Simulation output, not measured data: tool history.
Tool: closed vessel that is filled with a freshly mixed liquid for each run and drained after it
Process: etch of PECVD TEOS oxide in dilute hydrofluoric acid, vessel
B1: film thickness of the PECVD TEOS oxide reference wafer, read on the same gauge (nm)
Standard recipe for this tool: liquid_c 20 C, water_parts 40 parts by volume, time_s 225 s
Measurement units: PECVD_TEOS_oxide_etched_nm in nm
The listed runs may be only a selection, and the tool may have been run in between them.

{"run": 1, "hour": 0.0, "liquid_c": 20, "water_parts": 40, "time_s": 120, "B1": 150.03, "PECVD_TEOS_oxide_etched_nm": 26.34}
{"run": 2, "hour": 6.8, "liquid_c": 20, "water_parts": 40, "time_s": 185, "B1": 149.98, "PECVD_TEOS_oxide_etched_nm": 40.69}
{"run": 3, "hour": 24.6, "liquid_c": 20, "water_parts": 40, "time_s": 225, "B1": 150.01, "PECVD_TEOS_oxide_etched_nm": 49.77}
{"run": 4, "hour": 40.0, "liquid_c": 20, "water_parts": 40, "time_s": 225, "B1": 150.01, "PECVD_TEOS_oxide_etched_nm": 49.23}
{"run": 5, "hour": 53.4, "liquid_c": 20, "water_parts": 40, "time_s": 225, "B1": 150, "PECVD_TEOS_oxide_etched_nm": 49.83}
{"run": 6, "hour": 60.8, "liquid_c": 20, "water_parts": 40, "time_s": 225, "B1": 150, "PECVD_TEOS_oxide_etched_nm": 49.46}
{"hour": 74.1, "done": "hydrofluoric acid flow meter replaced"}
{"run": 7, "hour": 77.1, "liquid_c": 20, "water_parts": 40, "time_s": 225, "B1": 150, "PECVD_TEOS_oxide_etched_nm": 49.99}
{"run": 8, "hour": 92.2, "liquid_c": 20, "water_parts": 40, "time_s": 225, "B1": 150, "PECVD_TEOS_oxide_etched_nm": 49.14}
{"run": 9, "hour": 103.4, "liquid_c": 20, "water_parts": 40, "time_s": 225, "B1": 150.01, "PECVD_TEOS_oxide_etched_nm": 49.51}
{"run": 10, "hour": 109.6, "liquid_c": 20, "water_parts": 40, "time_s": 225, "B1": 150, "PECVD_TEOS_oxide_etched_nm": 49.19}
{"run": 11, "hour": 121.1, "liquid_c": 20, "water_parts": 40, "time_s": 225, "B1": 149.98, "PECVD_TEOS_oxide_etched_nm": 49.76}
{"run": 12, "hour": 128.1, "liquid_c": 22.5, "water_parts": 40, "time_s": 225, "B1": 150, "PECVD_TEOS_oxide_etched_nm": 54.73}
{"run": 13, "hour": 142.7, "liquid_c": 20, "water_parts": 40, "time_s": 225, "B1": 150, "PECVD_TEOS_oxide_etched_nm": 49.6}
{"run": 14, "hour": 157.0, "liquid_c": 20, "water_parts": 40, "time_s": 280, "B1": 149.97, "PECVD_TEOS_oxide_etched_nm": 61.28}
{"run": 15, "hour": 172.3, "liquid_c": 20, "water_parts": 40, "time_s": 225, "B1": 150.01, "PECVD_TEOS_oxide_etched_nm": 48.74}
{"run": 16, "hour": 186.4, "liquid_c": 22, "water_parts": 35, "time_s": 360, "B1": 150, "PECVD_TEOS_oxide_etched_nm": 98.59}
{"run": 17, "hour": 197.3, "liquid_c": 24, "water_parts": 50, "time_s": 115, "B1": 149.99, "PECVD_TEOS_oxide_etched_nm": 23.81}
{"hour": 201.2, "done": "gauge calibrated"}
{"run": 18, "hour": 248.9, "liquid_c": 22, "water_parts": 40, "time_s": 105, "B1": 149.98, "PECVD_TEOS_oxide_etched_nm": 24.74}
{"run": 19, "hour": 264.8, "liquid_c": 20, "water_parts": 35, "time_s": 125, "B1": 150.02, "PECVD_TEOS_oxide_etched_nm": 31.33}
{"run": 20, "hour": 272.4, "liquid_c": 20, "water_parts": 40, "time_s": 225, "B1": 150.02, "PECVD_TEOS_oxide_etched_nm": 48.68}
{"run": 21, "hour": 279.4, "liquid_c": 20, "water_parts": 40, "time_s": 190, "B1": 150.03, "PECVD_TEOS_oxide_etched_nm": 41.4}
{"run": 22, "hour": 297.3, "liquid_c": 22, "water_parts": 40, "time_s": 355, "B1": 149.98, "PECVD_TEOS_oxide_etched_nm": 84.41}
{"run": 23, "hour": 309.0, "liquid_c": 20, "water_parts": 20, "time_s": 110, "B1": 149.97, "PECVD_TEOS_oxide_etched_nm": 48.42}
{"run": 24, "hour": 323.6, "liquid_c": 17, "water_parts": 25, "time_s": 275, "B1": 149.99, "PECVD_TEOS_oxide_etched_nm": 85.08}
{"hour": 330.2, "done": "thermometer replaced"}
{"run": 25, "hour": 331.2, "liquid_c": 20, "water_parts": 55, "time_s": 95, "B1": 150, "PECVD_TEOS_oxide_etched_nm": 16.31}
{"run": 26, "hour": 341.6, "liquid_c": 22.5, "water_parts": 45, "time_s": 155, "B1": 149.99, "PECVD_TEOS_oxide_etched_nm": 36.21}
{"run": 27, "hour": 357.1, "liquid_c": 20, "water_parts": 40, "time_s": 225, "B1": 150.01, "PECVD_TEOS_oxide_etched_nm": 53.71}
{"run": 28, "hour": 372.1, "liquid_c": 20, "water_parts": 40, "time_s": 280, "B1": 149.98, "PECVD_TEOS_oxide_etched_nm": 67.22}
{"run": 29, "hour": 380.0, "liquid_c": 20, "water_parts": 40, "time_s": 225, "B1": 149.99, "PECVD_TEOS_oxide_etched_nm": 53.19}
{"run": 30, "hour": 387.5, "liquid_c": 22.5, "water_parts": 55, "time_s": 135, "B1": 150.02, "PECVD_TEOS_oxide_etched_nm": 25.53}
{"run": 31, "hour": 395.9, "liquid_c": 18.5, "water_parts": 40, "time_s": 225, "B1": 150.01, "PECVD_TEOS_oxide_etched_nm": 49.72}
{"run": 32, "hour": 406.3, "liquid_c": 20, "water_parts": 55, "time_s": 95, "B1": 149.98, "PECVD_TEOS_oxide_etched_nm": 15.95}
{"run": 33, "hour": 449.4, "liquid_c": 20, "water_parts": 40, "time_s": 105, "B1": 150.02, "PECVD_TEOS_oxide_etched_nm": 24.76}
{"run": 34, "hour": 456.4, "liquid_c": 23.5, "water_parts": 55, "time_s": 105, "B1": 150, "PECVD_TEOS_oxide_etched_nm": 20.47}

Alternative continuations, all from the tool just after run 34; predict every row:
{"run": "A", "hour": 457.1, "liquid_c": 20, "water_parts": 40, "time_s": 225, "B1": "?", "PECVD_TEOS_oxide_etched_nm": "?"}
{"run": "B", "hour": 457.1, "liquid_c": 24, "water_parts": 40, "time_s": 185, "B1": "?", "PECVD_TEOS_oxide_etched_nm": "?"}
{"run": "C", "hour": 457.1, "liquid_c": 20, "water_parts": 40, "time_s": 275, "B1": "?", "PECVD_TEOS_oxide_etched_nm": "?"}

run=A B1=150.01 PECVD_TEOS_oxide_etched_nm=52.71
run=B B1=150.01 PECVD_TEOS_oxide_etched_nm=51.33
run=C B1=150.01 PECVD_TEOS_oxide_etched_nm=64.42
Had the tool no hidden state, the same runs would have come out as:
run=A PECVD_TEOS_oxide_etched_nm=54.02
run=B PECVD_TEOS_oxide_etched_nm=52.56
run=C PECVD_TEOS_oxide_etched_nm=66.02
